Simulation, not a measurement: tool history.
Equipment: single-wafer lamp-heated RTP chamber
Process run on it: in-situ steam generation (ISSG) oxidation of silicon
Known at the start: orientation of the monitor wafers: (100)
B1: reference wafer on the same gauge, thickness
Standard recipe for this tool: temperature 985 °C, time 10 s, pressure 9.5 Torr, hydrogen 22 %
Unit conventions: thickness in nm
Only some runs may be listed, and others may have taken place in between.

Run 1, hour 0.0: usual settings; B1 5.492. Result: thickness 4.636 nm.
Run 2, hour 50.5: usual settings; B1 5.486. Result: thickness 4.606 nm.
Run 3, hour 133.4: usual settings; B1 5.497. Result: thickness 4.630 nm.
Run 4, hour 189.0: usual settings; B1 5.492. Result: thickness 4.691 nm.
Run 5, hour 266.9: usual settings; B1 5.488. Result: thickness 4.681 nm.
Run 6, hour 354.6: usual settings; B1 5.488. Result: thickness 4.746 nm.
At hour 406.6: pyrometer window cleaned and pyrometer calibrated.
Run 7, hour 422.6: usual settings; B1 5.491. Result: thickness 4.646 nm.
Run 8, hour 460.4: usual settings; B1 5.499. Result: thickness 4.629 nm.
Run 9, hour 544.6: usual settings; B1 5.498. Result: thickness 4.623 nm.
At hour 606.5: gauge calibrated.
Run 10, hour 612.3: usual settings but hydrogen 28 %; B1 5.492. Result: thickness 4.958 nm.
Run 11, hour 707.7: usual settings but temperature 994 °C; B1 5.485. Result: thickness 4.853 nm.
Run 12, hour 787.6: usual settings but temperature 994 °C; B1 5.490. Result: thickness 4.896 nm.
At hour 824.3: pyrometer window cleaned and pyrometer calibrated.
Run 13, hour 852.0: usual settings but temperature 994 °C; B1 5.502. Result: thickness 4.747 nm.
Run 14, hour 902.6: usual settings; B1 5.489. Result: thickness 4.637 nm.
Run 15, hour 952.4: usual settings but hydrogen 17 %; B1 5.495. Result: thickness 4.364 nm.
Run 16, hour 1020.1: usual settings but temperature 970 °C, time 13 s, pressure 10.2 Torr, hydrogen 14 %; B1 5.482. Result: thickness 4.426 nm.
At hour 1059.4: pressure gauge zeroed.
Run 17, hour 1111.7: usual settings; B1 5.495. Result: thickness 4.727 nm.
At hour 1120.1: hydrogen flow controller replaced.
At hour 1165.3: pyrometer window cleaned and pyrometer calibrated.
Run 18, hour 1202.6: usual settings; B1 5.495. Result: thickness 4.606 nm.
Run 19, hour 1253.1: usual settings but pressure 10.2 Torr, hydrogen 25 %; B1 5.493. Result: thickness 4.690 nm.
Run 20, hour 1318.0: usual settings but temperature 1003 °C; B1 5.489. Result: thickness 4.932 nm.
Run 21, hour 1358.8: usual settings but time 12 s; B1 5.492. Result: thickness 5.018 nm.
Run 22, hour 1464.7: usual settings; B1 5.501. Result: thickness 4.702 nm.
Run 23, hour 1555.3: usual settings but temperature 992 °C, time 11 s, pressure 8.0 Torr, hydrogen 15 %; B1 5.494. Result: thickness 4.666 nm.
At hour 1577.1: pyrometer window cleaned and pyrometer calibrated.
Run 24, hour 1596.6: usual settings but temperature 977 °C; B1 5.493. Result: thickness 4.505 nm.
Run 25, hour 1643.4: usual settings but pressure 8.8 Torr, hydrogen 27 %; B1 5.493. Result: thickness 4.974 nm.
Run 26, hour 1688.9: usual settings but hydrogen 16 %; B1 5.481. Result: thickness 4.311 nm.
Run 27, hour 1757.8: usual settings but time 7 s, pressure 10.2 Torr, hydrogen 13 %; B1 5.495. Result: thickness 3.506 nm.
Run 28, hour 1853.2: usual settings; B1 5.496. Result: thickness 4.707 nm.
Run 29, hour 1941.8: usual settings but time 7 s, hydrogen 18 %; B1 5.495. Result: thickness 3.912 nm.

What if the next run were any one of these 3? Each begins from the tool's condition after run 29:
Run A, hour 1942.2: usual settings; B1 ?. Result: thickness ?.
Run B, hour 1942.2: usual settings but temperature 974 °C, time 13 s, pressure 10.2 Torr; B1 ?. Result: thickness ?.
Run C, hour 1942.2: usual settings but temperature 995 °C, time 9 s, pressure 9.1 Torr; B1 ?. Result: thickness ?.

run     B1  thickness
  A  5.499      4.741
  B  5.499      5.034
  C  5.499      4.713
Take away the tool's hidden state, keep each run's random variation, and the runs would have read:
run  thickness
  A      4.612
  B      4.893
  C      4.580

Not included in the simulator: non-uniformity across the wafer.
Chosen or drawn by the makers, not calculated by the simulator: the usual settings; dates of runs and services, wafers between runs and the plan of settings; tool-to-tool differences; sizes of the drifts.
